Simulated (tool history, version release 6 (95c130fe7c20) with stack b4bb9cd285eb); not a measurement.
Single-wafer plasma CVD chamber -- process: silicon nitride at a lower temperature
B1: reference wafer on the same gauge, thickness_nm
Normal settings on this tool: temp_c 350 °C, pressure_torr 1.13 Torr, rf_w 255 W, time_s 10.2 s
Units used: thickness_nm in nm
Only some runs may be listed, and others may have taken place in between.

{"run": 1, "hour": 0.0, "temp_c": 350, "pressure_torr": 1.13, "rf_w": 255, "time_s": 10.2, "B1": 12.212, "thickness_nm": 10.607}
{"run": 2, "hour": 286.3, "temp_c": 350, "pressure_torr": 1.13, "rf_w": 255, "time_s": 10.2, "B1": 12.206, "thickness_nm": 10.534}
{"run": 3, "hour": 374.0, "temp_c": 350, "pressure_torr": 1.13, "rf_w": 255, "time_s": 10.2, "B1": 12.204, "thickness_nm": 10.623}
{"run": 4, "hour": 420.1, "temp_c": 350, "pressure_torr": 1.13, "rf_w": 285, "time_s": 10.2, "B1": 12.207, "thickness_nm": 11.696}
{"run": 5, "hour": 502.2, "temp_c": 350, "pressure_torr": 1.13, "rf_w": 285, "time_s": 10.2, "B1": 12.192, "thickness_nm": 11.716}
{"hour": 649.6, "done": "RF generator calibrated"}
{"run": 6, "hour": 716.0, "temp_c": 343, "pressure_torr": 0.95, "rf_w": 255, "time_s": 10.2, "B1": 12.202, "thickness_nm": 9.663}
{"run": 7, "hour": 761.6, "temp_c": 350, "pressure_torr": 1.13, "rf_w": 255, "time_s": 10.2, "B1": 12.191, "thickness_nm": 10.593}
{"run": 8, "hour": 855.7, "temp_c": 350, "pressure_torr": 1.13, "rf_w": 255, "time_s": 10.2, "B1": 12.183, "thickness_nm": 10.565}
{"run": 9, "hour": 950.9, "temp_c": 350, "pressure_torr": 1.13, "rf_w": 255, "time_s": 10.2, "B1": 12.189, "thickness_nm": 10.573}
{"hour": 978.1, "done": "capacitance manometer re-zeroed and calibrated"}
{"run": 10, "hour": 1045.3, "temp_c": 350, "pressure_torr": 1.3, "rf_w": 255, "time_s": 8.2, "B1": 12.21, "thickness_nm": 9.056}
{"hour": 1083.8, "done": "showerhead replaced"}
{"run": 11, "hour": 1152.3, "temp_c": 350, "pressure_torr": 1.13, "rf_w": 255, "time_s": 10.2, "B1": 12.189, "thickness_nm": 10.617}
{"run": 12, "hour": 1209.0, "temp_c": 355, "pressure_torr": 1.13, "rf_w": 255, "time_s": 10.2, "B1": 12.188, "thickness_nm": 10.576}
{"run": 13, "hour": 1267.2, "temp_c": 350, "pressure_torr": 1.13, "rf_w": 280, "time_s": 10.2, "B1": 12.178, "thickness_nm": 11.57}
{"run": 14, "hour": 1343.1, "temp_c": 350, "pressure_torr": 1.13, "rf_w": 280, "time_s": 10.2, "B1": 12.205, "thickness_nm": 11.521}
{"run": 15, "hour": 1447.4, "temp_c": 365, "pressure_torr": 1.13, "rf_w": 255, "time_s": 11.9, "B1": 12.168, "thickness_nm": 12.287}
{"run": 16, "hour": 1505.1, "temp_c": 350, "pressure_torr": 1.13, "rf_w": 225, "time_s": 10.2, "B1": 12.187, "thickness_nm": 9.338}
{"run": 17, "hour": 1596.3, "temp_c": 365, "pressure_torr": 1.13, "rf_w": 205, "time_s": 10.2, "B1": 12.161, "thickness_nm": 8.371}
{"run": 18, "hour": 1690.7, "temp_c": 357, "pressure_torr": 1.13, "rf_w": 280, "time_s": 11.4, "B1": 12.191, "thickness_nm": 12.921}
{"hour": 1733.5, "done": "RF generator calibrated"}
{"hour": 1734.2, "done": "gauge calibrated"}
{"run": 19, "hour": 1784.4, "temp_c": 346, "pressure_torr": 1.37, "rf_w": 225, "time_s": 10.2, "B1": 12.489, "thickness_nm": 10.365}
{"hour": 1793.0, "done": "thermocouple changed; heater temperature recalibrated"}
{"run": 20, "hour": 1842.8, "temp_c": 361, "pressure_torr": 0.89, "rf_w": 205, "time_s": 10.2, "B1": 12.489, "thickness_nm": 7.621}
{"run": 21, "hour": 1893.1, "temp_c": 364, "pressure_torr": 1.13, "rf_w": 300, "time_s": 10.2, "B1": 12.46, "thickness_nm": 12.5}
{"run": 22, "hour": 1964.9, "temp_c": 350, "pressure_torr": 1.0, "rf_w": 255, "time_s": 12.1, "B1": 12.439, "thickness_nm": 12.059}
{"run": 23, "hour": 2039.3, "temp_c": 350, "pressure_torr": 1.13, "rf_w": 285, "time_s": 8.2, "B1": 12.423, "thickness_nm": 9.679}
{"run": 24, "hour": 2079.5, "temp_c": 364, "pressure_torr": 1.13, "rf_w": 255, "time_s": 8.9, "B1": 12.429, "thickness_nm": 9.37}
{"run": 25, "hour": 2155.6, "temp_c": 350, "pressure_torr": 1.13, "rf_w": 255, "time_s": 10.2, "B1": 12.397, "thickness_nm": 10.693}
{"run": 26, "hour": 2224.2, "temp_c": 350, "pressure_torr": 1.13, "rf_w": 255, "time_s": 10.2, "B1": 12.391, "thickness_nm": 10.814}

Expected results for the next run?
{"run": 27, "hour": 2296.5, "temp_c": 344, "pressure_torr": 1.13, "rf_w": 255, "time_s": 10.2, "B1": "?", "thickness_nm": "?"}

For run 27 the tool returned B1 12.361, thickness_nm 10.779 nm.
Were there no unlogged condition in the tool, this run, its random variation unchanged, would have produced thickness_nm 10.890 nm.

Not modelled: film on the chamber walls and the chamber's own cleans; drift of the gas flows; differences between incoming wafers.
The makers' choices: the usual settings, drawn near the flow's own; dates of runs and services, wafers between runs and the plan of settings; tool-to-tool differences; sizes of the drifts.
